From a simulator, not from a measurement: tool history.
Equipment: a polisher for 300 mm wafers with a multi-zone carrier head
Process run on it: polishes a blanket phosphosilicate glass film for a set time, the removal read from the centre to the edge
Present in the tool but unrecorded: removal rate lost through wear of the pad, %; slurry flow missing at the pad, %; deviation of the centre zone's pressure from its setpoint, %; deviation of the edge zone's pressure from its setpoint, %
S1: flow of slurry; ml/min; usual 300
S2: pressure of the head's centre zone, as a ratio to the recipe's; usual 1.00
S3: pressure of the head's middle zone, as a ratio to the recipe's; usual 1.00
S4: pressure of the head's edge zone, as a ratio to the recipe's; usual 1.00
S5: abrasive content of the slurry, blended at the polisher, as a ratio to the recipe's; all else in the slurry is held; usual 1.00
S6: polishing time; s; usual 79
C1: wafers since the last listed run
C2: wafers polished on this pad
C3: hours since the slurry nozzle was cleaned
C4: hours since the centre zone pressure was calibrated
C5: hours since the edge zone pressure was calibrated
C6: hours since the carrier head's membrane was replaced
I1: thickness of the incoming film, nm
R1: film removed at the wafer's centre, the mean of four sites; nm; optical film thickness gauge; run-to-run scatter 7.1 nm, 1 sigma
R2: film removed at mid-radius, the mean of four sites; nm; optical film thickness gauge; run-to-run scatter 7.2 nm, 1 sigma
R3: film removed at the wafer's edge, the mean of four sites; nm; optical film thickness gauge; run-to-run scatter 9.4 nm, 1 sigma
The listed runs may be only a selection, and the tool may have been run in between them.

run 1 hour=0.0 | S1=300 S2=1.00 S3=1.00 S4=1.00 S5=1.10 S6=79 | C1=0 C2=372 C3=541.0 C4=392.2 C5=1030.4 C6=483.8 | I1=4550.3 | R1=814.2 R2=777.1 R3=788.4
run 2 hour=56.9 | S1=300 S2=1.00 S3=1.00 S4=1.00 S5=1.10 S6=79 | C1=400 C2=772 C3=597.9 C4=449.1 C5=1087.3 C6=540.7 | I1=4448.0 | R1=796.0 R2=763.9 R3=772.8
run 3 hour=81.2 | S1=300 S2=1.00 S3=1.00 S4=1.00 S5=1.10 S6=79 | C1=170 C2=943 C3=622.2 C4=473.4 C5=1111.6 C6=565.0 | I1=4541.9 | R1=789.6 R2=764.6 R3=755.5
run 4 hour=109.0 | S1=300 S2=1.00 S3=1.00 S4=1.08 S5=0.95 S6=79 | C1=195 C2=1139 C3=650.0 C4=501.2 C5=1139.4 C6=592.8 | I1=4597.6 | R1=745.3 R2=713.7 R3=756.3
-- hour=120.0 worn pad replaced by a new one
run 5 hour=123.6 | S1=300 S2=1.00 S3=1.00 S4=1.08 S5=0.95 S6=79 | C1=74 C2=25 C3=664.6 C4=515.8 C5=1154.0 C6=607.4 | I1=4534.9 | R1=769.4 R2=746.9 R3=770.0
-- hour=149.3 centre zone pressure recalibrated
run 6 hour=149.7 | S1=300 S2=1.00 S3=1.00 S4=1.00 S5=1.20 S6=79 | C1=169 C2=194 C3=690.7 C4=0.4 C5=1180.1 C6=633.5 | I1=4509.8 | R1=828.8 R2=794.5 R3=815.6
run 7 hour=181.4 | S1=300 S2=1.00 S3=1.00 S4=1.00 S5=1.20 S6=79 | C1=222 C2=417 C3=722.4 C4=32.1 C5=1211.8 C6=665.2 | I1=4464.1 | R1=811.1 R2=801.1 R3=800.7
run 8 hour=211.4 | S1=300 S2=0.91 S3=0.97 S4=1.08 S5=1.30 S6=79 | C1=211 C2=628 C3=752.4 C4=62.1 C5=1241.8 C6=695.2 | I1=4538.8 | R1=770.2 R2=794.6 R3=853.2
-- hour=226.7 carrier head's membrane replaced by a new one
-- hour=247.4 edge zone pressure recalibrated
run 9 hour=277.6 | S1=300 S2=1.00 S3=0.93 S4=1.00 S5=1.00 S6=79 | C1=416 C2=1045 C3=818.6 C4=128.3 C5=30.2 C6=50.9 | I1=4558.4 | R1=752.5 R2=694.2 R3=731.9
-- hour=286.7 slurry nozzle cleaned
-- hour=306.1 worn pad replaced by a new one
run 10 hour=307.0 | S1=345 S2=1.00 S3=1.00 S4=1.00 S5=1.00 S6=79 | C1=171 C2=6 C3=20.3 C4=157.7 C5=59.6 C6=80.3 | I1=4620.5 | R1=791.1 R2=760.5 R3=769.9
run 11 hour=332.7 | S1=195 S2=1.00 S3=1.07 S4=1.00 S5=1.00 S6=79 | C1=180 C2=187 C3=46.0 C4=183.4 C5=85.3 C6=106.0 | I1=4534.4 | R1=753.6 R2=798.1 R3=742.2
run 12 hour=361.5 | S1=300 S2=1.00 S3=1.00 S4=1.00 S5=1.00 S6=79 | C1=202 C2=389 C3=74.8 C4=212.2 C5=114.1 C6=134.8 | I1=4575.7 | R1=776.9 R2=756.9 R3=749.7
run 13 hour=377.1 | S1=230 S2=1.00 S3=0.90 S4=1.00 S5=1.10 S6=102 | C1=109 C2=499 C3=90.4 C4=227.8 C5=129.7 C6=150.4 | I1=4597.6 | R1=1025.5 R2=898.5 R3=976.0
run 14 hour=391.2 | S1=300 S2=1.00 S3=1.00 S4=1.00 S5=1.00 S6=79 | C1=99 C2=598 C3=104.5 C4=241.9 C5=143.8 C6=164.5 | I1=4545.3 | R1=782.1 R2=755.0 R3=755.9
run 15 hour=409.7 | S1=300 S2=0.91 S3=1.00 S4=1.00 S5=1.00 S6=79 | C1=130 C2=728 C3=123.0 C4=260.4 C5=162.3 C6=183.0 | I1=4551.8 | R1=700.8 R2=748.2 R3=752.2

Take each entry between the runs: how does the hidden state at the last listed run before it differ from the hidden state at the first listed run after it?
Logged between run 4 and run 5: worn pad replaced by a new one (hour 120.0)
  removal rate lost through wear of the pad, %: 3.77 -> 0.555
  the result without the hidden state subtracted from the measured one, R1: -29.2 -> -4.3 nm; R2: -28.0 -> -4.2 nm; R3: -29.7 -> -4.3 nm
Logged between run 5 and run 6: centre zone pressure recalibrated (hour 149.3)
  removal rate lost through wear of the pad, %: 0.555 -> 1.13
  the result without the hidden state subtracted from the measured one, R1: -4.3 -> -9.5 nm; R2: -4.2 -> -9.2 nm; R3: -4.3 -> -9.3 nm
Logged between run 8 and run 9: carrier head's membrane replaced by a new one (hour 226.7); edge zone pressure recalibrated (hour 247.4)
  removal rate lost through wear of the pad, %: 2.5 -> 3.97
  the result without the hidden state subtracted from the measured one, R1: -19.7 -> -31.2 nm; R2: -20.4 -> -28.7 nm; R3: -21.9 -> -30.3 nm
Logged between run 9 and run 10: slurry nozzle cleaned (hour 286.7); worn pad replaced by a new one (hour 306.1)
  removal rate lost through wear of the pad, %: 3.97 -> 0.284
  the result without the hidden state subtracted from the measured one, R1: -31.2 -> -2.3 nm; R2: -28.7 -> -2.2 nm; R3: -30.3 -> -2.2 nm

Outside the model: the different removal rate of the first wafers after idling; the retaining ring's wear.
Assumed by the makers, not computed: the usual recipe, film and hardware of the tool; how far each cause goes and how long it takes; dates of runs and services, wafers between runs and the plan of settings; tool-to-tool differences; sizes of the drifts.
